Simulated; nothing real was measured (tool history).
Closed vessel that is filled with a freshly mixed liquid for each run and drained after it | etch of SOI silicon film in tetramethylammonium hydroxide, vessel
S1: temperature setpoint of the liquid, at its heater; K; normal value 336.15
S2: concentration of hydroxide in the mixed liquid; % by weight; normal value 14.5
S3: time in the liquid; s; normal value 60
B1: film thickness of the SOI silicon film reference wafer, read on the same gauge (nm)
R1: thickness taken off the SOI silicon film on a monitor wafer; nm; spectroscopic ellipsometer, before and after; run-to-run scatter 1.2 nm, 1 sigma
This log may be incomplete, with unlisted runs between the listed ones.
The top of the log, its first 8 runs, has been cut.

{"run": 9, "day": 4.312, "S1": 336.15, "S2": 14.5, "S3": 60, "B1": 80.02, "R1": 220.83}
{"run": 10, "day": 4.612, "S1": 336.15, "S2": 14.5, "S3": 60, "B1": 80.02, "R1": 218.41}
{"run": 11, "day": 4.871, "S1": 336.15, "S2": 14.5, "S3": 60, "B1": 80.02, "R1": 221.76}
{"day": 5.329, "done": "gauge calibrated"}
{"run": 12, "day": 5.379, "S1": 336.15, "S2": 14.5, "S3": 60, "B1": 80.0, "R1": 219.85}
{"run": 13, "day": 7.462, "S1": 336.15, "S2": 14.5, "S3": 60, "B1": 79.98, "R1": 218.1}
{"run": 14, "day": 7.75, "S1": 336.15, "S2": 14.5, "S3": 60, "B1": 80.02, "R1": 216.27}
{"run": 15, "day": 8.204, "S1": 336.15, "S2": 14.5, "S3": 70, "B1": 80.01, "R1": 251.84}
{"day": 8.925, "done": "hydroxide flow meter replaced"}
{"run": 16, "day": 8.946, "S1": 336.15, "S2": 14.5, "S3": 50, "B1": 80.04, "R1": 181.25}
{"day": 9.146, "done": "thermometer replaced"}
{"run": 17, "day": 9.483, "S1": 336.15, "S2": 17.5, "S3": 60, "B1": 80.0, "R1": 223.25}
{"run": 18, "day": 9.754, "S1": 336.15, "S2": 14.5, "S3": 60, "B1": 79.98, "R1": 242.48}
{"run": 19, "day": 10.067, "S1": 343.15, "S2": 14.5, "S3": 70, "B1": 80.0, "R1": 428.99}
{"run": 20, "day": 10.612, "S1": 336.15, "S2": 14.5, "S3": 60, "B1": 79.99, "R1": 241.4}
{"run": 21, "day": 11.233, "S1": 336.15, "S2": 17.5, "S3": 95, "B1": 79.99, "R1": 352.42}
{"run": 22, "day": 11.783, "S1": 336.15, "S2": 14.5, "S3": 40, "B1": 80.0, "R1": 159.75}
{"run": 23, "day": 12.042, "S1": 340.65, "S2": 18.5, "S3": 60, "B1": 80.0, "R1": 284.56}
{"run": 24, "day": 12.571, "S1": 343.15, "S2": 14.5, "S3": 85, "B1": 80.0, "R1": 513.74}
{"run": 25, "day": 12.9, "S1": 336.15, "S2": 14.5, "S3": 95, "B1": 79.99, "R1": 383.01}
{"run": 26, "day": 13.604, "S1": 336.15, "S2": 14.5, "S3": 60, "B1": 80.03, "R1": 240.04}
{"run": 27, "day": 14.004, "S1": 336.15, "S2": 14.5, "S3": 60, "B1": 80.02, "R1": 239.35}
{"run": 28, "day": 14.379, "S1": 341.65, "S2": 14.5, "S3": 60, "B1": 80.03, "R1": 332.19}
{"run": 29, "day": 14.896, "S1": 331.15, "S2": 12.5, "S3": 40, "B1": 80.01, "R1": 125.42}
{"run": 30, "day": 15.458, "S1": 340.15, "S2": 14.5, "S3": 75, "B1": 80.01, "R1": 378.45}
{"run": 31, "day": 15.942, "S1": 330.15, "S2": 19.0, "S3": 45, "B1": 80.01, "R1": 108.52}
{"run": 32, "day": 16.425, "S1": 336.15, "S2": 14.5, "S3": 95, "B1": 80.0, "R1": 374.45}
{"run": 33, "day": 16.942, "S1": 336.15, "S2": 14.5, "S3": 60, "B1": 79.98, "R1": 238.31}

Forecast each of these 5 alternatives for the next run:
{"run": "A", "day": 16.971, "S1": 336.15, "S2": 14.5, "S3": 35, "B1": "?", "R1": "?"}
{"run": "B", "day": 16.971, "S1": 336.15, "S2": 17.0, "S3": 90, "B1": "?", "R1": "?"}
{"run": "C", "day": 16.971, "S1": 332.15, "S2": 16.0, "S3": 60, "B1": "?", "R1": "?"}
{"run": "D", "day": 16.971, "S1": 343.65, "S2": 14.5, "S3": 30, "B1": "?", "R1": "?"}
{"run": "E", "day": 16.971, "S1": 339.15, "S2": 18.0, "S3": 50, "B1": "?", "R1": "?"}

run=A B1=80.01 R1=138.84
run=B B1=80.01 R1=335.66
run=C B1=80.01 R1=178.20
run=D B1=80.01 R1=186.77
run=E B1=80.01 R1=218.93
Without the tool's hidden state the same runs would have given:
run=A R1=145.11
run=B R1=350.81
run=C R1=186.50
run=D R1=194.83
run=E R1=228.64
